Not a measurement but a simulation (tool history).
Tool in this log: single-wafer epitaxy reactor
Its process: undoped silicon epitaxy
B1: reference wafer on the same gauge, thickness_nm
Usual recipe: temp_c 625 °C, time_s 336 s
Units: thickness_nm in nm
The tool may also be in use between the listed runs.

run 1 hour=0 | temp_c=625 time_s=290 | B1=32.796 | thickness_nm=29.578
run 2 hour=39.1 | temp_c=625 time_s=336 | B1=32.816 | thickness_nm=34.542
run 3 hour=84.2 | temp_c=625 time_s=336 | B1=32.797 | thickness_nm=34.009
run 4 hour=108.5 | temp_c=625 time_s=336 | B1=32.846 | thickness_nm=34.602
run 5 hour=154.2 | temp_c=625 time_s=336 | B1=32.804 | thickness_nm=34.615
run 6 hour=199.5 | temp_c=625 time_s=381 | B1=32.808 | thickness_nm=39.029
run 7 hour=250.3 | temp_c=625 time_s=291 | B1=32.827 | thickness_nm=29.74
run 8 hour=305.4 | temp_c=625 time_s=291 | B1=32.797 | thickness_nm=29.997
run 9 hour=339.7 | temp_c=625 time_s=336 | B1=32.831 | thickness_nm=34.117
run 10 hour=397.9 | temp_c=625 time_s=336 | B1=32.806 | thickness_nm=34.429
-- hour=598.8 pyrometer calibrated
run 11 hour=605.3 | temp_c=625 time_s=336 | B1=32.761 | thickness_nm=34.456
run 12 hour=642.1 | temp_c=625 time_s=336 | B1=32.824 | thickness_nm=35.031
run 13 hour=671.3 | temp_c=625 time_s=308 | B1=32.819 | thickness_nm=31.676
run 14 hour=709 | temp_c=625 time_s=308 | B1=32.768 | thickness_nm=31.568
run 15 hour=758.7 | temp_c=625 time_s=336 | B1=32.798 | thickness_nm=34.462
run 16 hour=800 | temp_c=625 time_s=336 | B1=32.833 | thickness_nm=34.173
run 17 hour=837.7 | temp_c=625 time_s=336 | B1=32.741 | thickness_nm=34.852
run 18 hour=886.4 | temp_c=625 time_s=336 | B1=32.808 | thickness_nm=34.342
-- hour=902 gauge calibrated
run 19 hour=925.2 | temp_c=630 time_s=395 | B1=32.837 | thickness_nm=45.873
run 20 hour=988.1 | temp_c=630 time_s=308 | B1=32.804 | thickness_nm=35.775
run 21 hour=1066.4 | temp_c=633 time_s=301 | B1=32.824 | thickness_nm=37.979
run 22 hour=1118.2 | temp_c=631 time_s=311 | B1=32.788 | thickness_nm=37.282
run 23 hour=1152.2 | temp_c=625 time_s=318 | B1=32.796 | thickness_nm=32.819
run 24 hour=1184.1 | temp_c=637 time_s=394 | B1=32.818 | thickness_nm=55.035
run 25 hour=1210.4 | temp_c=638 time_s=366 | B1=32.831 | thickness_nm=52.605
run 26 hour=1246.8 | temp_c=625 time_s=336 | B1=32.813 | thickness_nm=34.536
run 27 hour=1292.8 | temp_c=625 time_s=377 | B1=32.796 | thickness_nm=38.352
run 28 hour=1340.4 | temp_c=625 time_s=336 | B1=32.763 | thickness_nm=34.569
run 29 hour=1378.1 | temp_c=638 time_s=279 | B1=32.784 | thickness_nm=40.224
run 30 hour=1428.1 | temp_c=620 time_s=299 | B1=32.758 | thickness_nm=26.909
run 31 hour=1457 | temp_c=625 time_s=291 | B1=32.833 | thickness_nm=30.175
run 32 hour=1523.5 | temp_c=638 time_s=305 | B1=32.794 | thickness_nm=43.552
run 33 hour=1554.9 | temp_c=615 time_s=336 | B1=32.741 | thickness_nm=26.684
run 34 hour=1614.4 | temp_c=635 time_s=373 | B1=32.803 | thickness_nm=49.384
run 35 hour=1682.1 | temp_c=625 time_s=336 | B1=32.788 | thickness_nm=34.418

Exercise: give the hidden state of the tool at every run:
wafer temperature above the value expected at the setpoint (K): 0 at every run
gauge reads high (%): 0 at every run

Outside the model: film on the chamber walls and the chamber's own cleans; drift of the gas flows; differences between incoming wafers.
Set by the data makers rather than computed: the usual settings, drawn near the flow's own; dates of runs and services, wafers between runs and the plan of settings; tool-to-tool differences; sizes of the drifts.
